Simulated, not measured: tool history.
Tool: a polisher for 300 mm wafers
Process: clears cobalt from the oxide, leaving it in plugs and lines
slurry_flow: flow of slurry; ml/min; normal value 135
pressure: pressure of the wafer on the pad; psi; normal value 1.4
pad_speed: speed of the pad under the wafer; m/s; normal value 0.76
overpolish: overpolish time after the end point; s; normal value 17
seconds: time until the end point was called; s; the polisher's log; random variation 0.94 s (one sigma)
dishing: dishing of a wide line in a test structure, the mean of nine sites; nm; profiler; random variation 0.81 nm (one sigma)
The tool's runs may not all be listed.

run   hour  slurry_flow  pressure  pad_speed  overpolish  incoming thickness of the incoming film, nm  seconds  dishing
  1    0.0          135       1.4       0.76          17                                        241.2    103.6     34.0
  2   34.6          135       1.7       0.76          17                                        242.9     86.8     38.1
  3   60.0          135       1.7       0.76          17                                        239.8     87.2     39.2
  4   74.9          135       1.4       0.76          17                                        240.4    106.2     33.7
  5   90.6          135       1.4       0.76          17                                        243.8    108.4     34.1
  6  109.4          120       1.4       0.76          19                                        241.1    110.5     36.9
  7  127.4          120       1.4       0.76          19                                        240.3    109.9     36.7
     142.4  -- worn pad replaced by a new one
  8  150.5           95       1.7       0.88          17                                        243.0     91.6     38.6
  9  181.4           95       1.4       0.64          17                                        236.6    133.0     27.3
 10  200.6          120       1.4       0.76          19                                        240.2    109.4     36.2
 11  230.9          135       1.4       0.76          17                                        235.7    107.1     32.6
     240.3  -- head pressure recalibrated
     244.1  -- slurry nozzle cleaned
 12  254.5          155       1.6       0.54          17                                        238.0    106.0     33.8
     286.6  -- worn pad replaced by a new one
 13  287.1           90       1.4       0.76          17                                        238.2    114.1     31.5
 14  338.6          145       1.4       0.76          17                                        240.9    105.2     34.8

Some steps in seconds, run to run, broken into two amounts with sign: the step expected even without the hidden condition (settings, incoming material, random variation), and the rest, left for the hidden condition together with whatever gauge scatter is not in both the measured and the hidden-condition-free result:
The tool's hidden condition here consists of: removal rate lost through wear of the pad, %; slurry flow missing at the pad, %; deviation of the head's pressure from its setpoint, %.
Run 8 -> 9: pressure 1.7 -> 1.4, pad_speed 0.88 -> 0.64. seconds +41.4 s: hidden state +3.9, all else +37.5.
Run 9 -> 10: slurry_flow 95 -> 120, pad_speed 0.64 -> 0.76, overpolish 17 -> 19. seconds -23.6 s: hidden state -4.7, all else -18.9.
